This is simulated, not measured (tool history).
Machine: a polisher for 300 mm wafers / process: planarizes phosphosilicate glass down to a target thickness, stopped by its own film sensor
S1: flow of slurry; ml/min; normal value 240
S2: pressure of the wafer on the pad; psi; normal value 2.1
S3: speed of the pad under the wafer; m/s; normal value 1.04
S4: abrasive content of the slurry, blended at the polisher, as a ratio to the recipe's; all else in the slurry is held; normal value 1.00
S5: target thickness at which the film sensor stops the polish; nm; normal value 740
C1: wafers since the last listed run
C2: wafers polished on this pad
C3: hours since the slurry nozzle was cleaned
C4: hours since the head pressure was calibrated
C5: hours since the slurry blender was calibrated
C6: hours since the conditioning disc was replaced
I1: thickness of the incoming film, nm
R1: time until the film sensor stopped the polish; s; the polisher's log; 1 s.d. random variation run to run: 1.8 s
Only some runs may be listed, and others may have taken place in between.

run     day   S1   S2    S3    S4   S5    C1    C2     C3      C4     C5     C6      I1     R1
  1   0.000  240  2.1  1.04  1.00  740     0  1435   56.5   247.7  125.5  211.9  1476.8  127.3
  2   4.017  240  2.1  1.04  1.00  740   728  2163  152.9   344.1  221.9  308.3  1434.9  120.2
  3  12.300  240  2.1  1.04  1.00  740  1502  3666  351.7   542.9  420.7  507.1  1456.6  126.2
  4  15.567  240  2.1  1.04  1.00  740   592  4259  430.1   621.3  499.1  585.5  1470.3  131.1
     15.867  -- conditioning disc replaced and pad reconditioned
     17.042  -- worn pad replaced by a new one
     18.838  -- slurry blender recalibrated
  5  18.971  240  2.1  1.04  1.00  740   557   334  511.8   703.0    3.2   74.5  1483.5  132.7
  6  20.871  240  2.1  1.04  1.00  740   344   679  557.4   748.6   48.8  120.1  1443.3  125.6
  7  26.933  240  2.1  1.04  1.00  740  1099  1779  702.9   894.1  194.3  265.6  1490.9  136.3
     27.438  -- slurry nozzle cleaned
  8  30.950  240  2.1  1.04  1.00  740   721  2500   84.3   990.5  290.7  362.0  1456.4  123.3
  9  32.600  285  2.1  1.04  1.00  740   299  2799  123.9  1030.1  330.3  401.6  1477.1  126.2
     33.596  -- head pressure recalibrated
 10  36.633  240  2.1  1.04  0.80  740   716  3516  220.7    72.9  427.1  498.4  1471.2  139.3
 11  39.267  305  2.1  1.04  1.25  901   477  3993  283.9   136.1  490.3  561.6  1467.1   87.6
     40.775  -- conditioning disc replaced and pad reconditioned
     40.829  -- slurry blender recalibrated
     40.858  -- worn pad replaced by a new one
 12  42.308  240  2.1  1.04  1.00  740   521   262  356.9   209.1   35.5   36.8  1443.4  122.6
 13  46.717  240  2.1  1.04  1.00  740   799  1062  462.7   314.9  141.3  142.6  1456.6  126.4
 14  49.479  240  2.1  1.04  1.00  740   501  1563  529.0   381.2  207.6  208.9  1443.2  126.2
 15  51.938  290  2.1  1.26  0.75  740   445  2009  588.0   440.2  266.6  267.9  1483.7  129.5
 16  58.812  240  2.1  1.04  1.00  521  1247  3256  753.0   605.2  431.6  432.9  1455.0  170.5
     60.433  -- slurry blender recalibrated
 17  60.600  290  2.1  1.04  1.00  616   309  3565  795.9   648.1    4.0  475.8  1445.9  149.1
     61.500  -- slurry nozzle cleaned
     63.125  -- worn pad replaced by a new one
     64.779  -- conditioning disc replaced and pad reconditioned
 18  64.938  240  2.1  1.04  1.00  740   733   313   82.5   752.2  108.1    3.8  1450.3  122.5
 19  67.017  240  2.1  0.86  1.00  740   377   690  132.4   802.1  158.0   53.7  1465.7  140.9
     68.583  -- head pressure recalibrated
 20  71.329  220  2.1  1.04  1.00  740   767  1457  235.9    65.9  261.5  157.2  1431.5  120.7
 21  74.842  240  2.1  1.04  1.20  740   637  2095  320.2   150.2  345.8  241.5  1487.0  118.6
 22  77.950  325  2.5  1.04  0.80  740   563  2658  394.8   224.8  420.4  316.1  1475.8  114.6
 23  80.029  240  1.5  0.80  0.90  967   377  3036  444.7   274.7  470.3  366.0  1451.9  145.2
     82.583  -- slurry blender recalibrated
 24  84.079  240  2.1  0.82  1.00  740   719  3755  541.9   371.9   35.9  463.2  1469.9  146.1
     87.912  -- worn pad replaced by a new one
     89.108  -- conditioning disc replaced and pad reconditioned
 25  90.729  175  2.1  1.04  1.00  740  1160   496  701.5   531.5  195.5   38.9  1467.4  140.5

Had the tool no unlogged condition, and each run kept its random variation, what would the results have been?
Hidden state present: removal rate lost through wear of the pad, %; slurry flow missing at the pad, %; deviation of the head's pressure from its setpoint, %; abrasive missing from the slurry, %; time polished since the conditioner stopped cutting, s.
run     R1
  1  126.1
  2  118.8
  3  123.6
  4  127.6
  5  127.9
  6  120.3
  7  126.7
  8  123.0
  9  126.0
 10  138.5
 11   87.1
 12  121.2
 13  123.9
 14  122.9
 15  125.9
 16  159.4
 17  139.6
 18  122.1
 19  140.4
 20  119.8
 21  117.4
 22  113.3
 23  142.3
 24  141.7
 25  129.8
